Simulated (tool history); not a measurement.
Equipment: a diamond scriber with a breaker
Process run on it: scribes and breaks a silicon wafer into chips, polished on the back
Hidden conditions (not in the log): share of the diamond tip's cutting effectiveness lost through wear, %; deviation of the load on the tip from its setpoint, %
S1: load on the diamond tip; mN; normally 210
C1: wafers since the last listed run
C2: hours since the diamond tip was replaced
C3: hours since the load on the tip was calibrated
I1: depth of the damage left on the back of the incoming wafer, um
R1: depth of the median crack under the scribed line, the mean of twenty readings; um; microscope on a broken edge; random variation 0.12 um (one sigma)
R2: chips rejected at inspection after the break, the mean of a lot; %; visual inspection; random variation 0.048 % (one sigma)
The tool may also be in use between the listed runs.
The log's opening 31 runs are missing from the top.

| run | hour | S1 | C1 | C2 | C3 | I1 | R1 | R2 |
|---|---|---|---|---|---|---|---|---|
|  | 2455.2 | load on the tip recalibrated |
| 32 | 2462 | 210 | 251 | 463 | 6.8 | 0.04 | 7.59 | 3.01 |
| 33 | 2525.3 | 210 | 157 | 526.3 | 70.1 | 0.04 | 7.72 | 2.95 |
| 34 | 2595.3 | 210 | 174 | 596.3 | 140.1 | 0.03 | 7.49 | 3.1 |
| 35 | 2691.1 | 210 | 238 | 692.1 | 235.9 | 0.04 | 7.5 | 3.37 |
| 36 | 2754.3 | 155 | 157 | 755.3 | 299.1 | 0.03 | 6.07 | 15.77 |
| 37 | 2826.7 | 210 | 180 | 827.7 | 371.5 | 0.03 | 7.4 | 3.85 |
| 38 | 2908.4 | 162 | 203 | 909.4 | 453.2 | 0.04 | 6.33 | 13.67 |
|  | 2938.1 | diamond tip replaced by a new one |
| 39 | 3015.4 | 269 | 261 | 77.3 | 560.2 | 0.04 | 9.57 | 2.96 |
| 40 | 3081.6 | 241 | 165 | 143.5 | 626.4 | 0.03 | 8.77 | 0.83 |

Forecast each of these 5 alternatives for the next run:
| A | 3082.2 | 239 | 1 | 144.1 | 627 | 0.02 | ? | ? |
| B | 3082.2 | 252 | 1 | 144.1 | 627 | 0.02 | ? | ? |
| C | 3082.2 | 229 | 1 | 144.1 | 627 | 0.02 | ? | ? |
| D | 3082.2 | 250 | 1 | 144.1 | 627 | 0.02 | ? | ? |
| E | 3082.2 | 194 | 1 | 144.1 | 627 | 0.02 | ? | ? |

| run | R1 | R2 |
|---|---|---|
| A | 8.98 | 0.83 |
| B | 9.3 | 1.36 |
| C | 8.73 | 0.69 |
| D | 9.25 | 1.26 |
| E | 7.83 | 2.67 |
With the hidden condition removed and each run's random variation left untouched, the same runs would have given:
| run | R1 | R2 |
|---|---|---|
| A | 9.5 | 1.9 |
| B | 9.84 | 3.08 |
| C | 9.24 | 1.24 |
| D | 9.79 | 2.88 |
| E | 8.29 | 1.15 |
